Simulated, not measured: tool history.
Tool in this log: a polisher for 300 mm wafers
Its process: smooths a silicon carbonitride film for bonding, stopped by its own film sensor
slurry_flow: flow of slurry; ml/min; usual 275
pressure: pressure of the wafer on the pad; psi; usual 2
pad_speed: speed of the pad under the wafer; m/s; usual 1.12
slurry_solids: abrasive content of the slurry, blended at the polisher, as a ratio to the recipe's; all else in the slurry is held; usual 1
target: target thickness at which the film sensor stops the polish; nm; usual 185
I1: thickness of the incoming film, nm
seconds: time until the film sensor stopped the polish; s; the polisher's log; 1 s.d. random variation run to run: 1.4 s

run 1 hour=0 | slurry_flow=200 pressure=2 pad_speed=1.12 slurry_solids=1 target=185 | I1=217.8 | seconds=132.8
-- hour=3.7 head pressure recalibrated
run 2 hour=22.1 | slurry_flow=275 pressure=2 pad_speed=1.34 slurry_solids=1 target=185 | I1=223.5 | seconds=148
-- hour=32.3 worn pad replaced by a new one
run 3 hour=53.3 | slurry_flow=275 pressure=1.7 pad_speed=1.12 slurry_solids=1 target=176 | I1=222.1 | seconds=236.1
run 4 hour=80.1 | slurry_flow=275 pressure=1.7 pad_speed=1.12 slurry_solids=1 target=176 | I1=223.1 | seconds=233.9
run 5 hour=105.4 | slurry_flow=275 pressure=2 pad_speed=1.12 slurry_solids=1 target=185 | I1=219.2 | seconds=141.2
run 6 hour=120.4 | slurry_flow=275 pressure=2 pad_speed=1.12 slurry_solids=1 target=185 | I1=221.9 | seconds=156.9
run 7 hour=147 | slurry_flow=275 pressure=2 pad_speed=1.12 slurry_solids=1 target=185 | I1=220 | seconds=144.9
run 8 hour=167.3 | slurry_flow=275 pressure=2.5 pad_speed=1.12 slurry_solids=1 target=185 | I1=222 | seconds=125.8
run 9 hour=200.7 | slurry_flow=200 pressure=2 pad_speed=1.12 slurry_solids=1 target=185 | I1=219.6 | seconds=151.9
-- hour=229.4 worn pad replaced by a new one
run 10 hour=229.9 | slurry_flow=275 pressure=2 pad_speed=0.94 slurry_solids=0.75 target=176 | I1=215.8 | seconds=218.9
run 11 hour=241.2 | slurry_flow=220 pressure=2 pad_speed=1.12 slurry_solids=0.9 target=185 | I1=220.6 | seconds=160.1
run 12 hour=258.5 | slurry_flow=275 pressure=1.5 pad_speed=1.12 slurry_solids=1 target=185 | I1=223.2 | seconds=207.7
run 13 hour=276.6 | slurry_flow=275 pressure=2 pad_speed=1.12 slurry_solids=1.2 target=185 | I1=222.2 | seconds=140.6
run 14 hour=299.2 | slurry_flow=275 pressure=2 pad_speed=1.34 slurry_solids=1 target=185 | I1=221.6 | seconds=138.8
-- hour=314.8 slurry nozzle cleaned
run 15 hour=327.1 | slurry_flow=275 pressure=2 pad_speed=1.12 slurry_solids=1 target=185 | I1=218 | seconds=138.2
run 16 hour=344.9 | slurry_flow=220 pressure=2 pad_speed=1.12 slurry_solids=0.8 target=185 | I1=219.3 | seconds=164.8

Estimate the outcome of run 17 from the log above:
run 17 hour=374 | slurry_flow=340 pressure=2 pad_speed=0.94 slurry_solids=1 target=185 | I1=219.3 | seconds=?

For run 17 the tool returned seconds 153.1 s.
Had the tool carried no hidden state, the very same run would have given seconds 158.3 s.
